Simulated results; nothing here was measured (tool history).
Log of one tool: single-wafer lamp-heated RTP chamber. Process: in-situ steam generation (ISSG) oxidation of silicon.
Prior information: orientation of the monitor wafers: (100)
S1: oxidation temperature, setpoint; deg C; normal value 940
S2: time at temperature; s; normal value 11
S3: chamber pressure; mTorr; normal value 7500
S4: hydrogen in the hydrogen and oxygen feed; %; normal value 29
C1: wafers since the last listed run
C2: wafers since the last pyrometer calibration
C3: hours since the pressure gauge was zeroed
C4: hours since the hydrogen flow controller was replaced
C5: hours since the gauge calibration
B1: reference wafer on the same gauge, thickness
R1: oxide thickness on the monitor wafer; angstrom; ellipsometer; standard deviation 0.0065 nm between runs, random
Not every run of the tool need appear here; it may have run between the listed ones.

run,hour,S1,S2,S3,S4,C1,C2,C3,C4,C5,B1,R1
1,0,940,11,7500,29,0,5006,2165.9,3115.6,98.1,3.77,43.8
2,8.5,940,11,7500,29,68,5075,2174.4,3124.1,106.6,3.767,43.84
3,24.5,940,11,7500,32,129,5205,2190.4,3140.1,122.6,3.769,45.29
4,39.8,940,11,7500,32,124,5329,2205.7,3155.4,137.9,3.77,45.18
# hour 90.5: pressure gauge zeroed
5,93,940,11,7500,32,366,5695,2.5,3208.6,191.1,3.769,45.26
6,99.1,940,9,7500,29,49,5745,8.6,3214.7,197.2,3.769,40.94
7,110.3,940,9,7500,29,90,5836,19.8,3225.9,208.4,3.769,41.03
8,119.1,940,9,7500,29,71,5907,28.6,3234.7,217.2,3.77,40.89
# hour 133.1: gauge calibrated
# hour 133.5: hydrogen flow controller replaced
9,135.4,949,8,7100,29,67,5974,44.9,1.9,2.3,3.767,39.93
# hour 149.7: pyrometer window cleaned and pyrometer calibrated
10,150.2,940,11,7500,32,55,4,59.7,16.7,17.1,3.772,45.64
11,161.8,940,9,7500,22,94,98,71.3,28.3,28.7,3.771,38.19
12,172.5,959,11,6900,29,86,185,82,39,39.4,3.77,46.31
# hour 189.4: pyrometer window cleaned and pyrometer calibrated, repeated, since the last time left the tool worse
13,189.9,950,14,7900,32,76,4,99.4,56.4,56.8,3.771,49.41
14,200.8,940,11,6900,22,88,92,110.3,67.3,67.7,3.771,39.78
15,214.5,940,11,7500,29,111,203,124,81,81.4,3.772,43.31
16,232.3,946,15,7500,29,144,348,141.8,98.8,99.2,3.768,49.1

What would each run have given without the hidden state, its run-to-run variation left as it was?
The hidden state here: true wafer temperature minus pyrometer reading, K; true pressure minus gauge reading, Torr; deviation of the hydrogen flow from its setpoint, %; gauge reads high (%).
run,R1
1,43.07
2,43.1
3,44.52
4,44.42
5,44.48
6,40.3
7,40.39
8,40.25
9,39.3
10,44.42
11,37.24
12,44.82
13,49.31
14,39.68
15,43.16
16,48.84
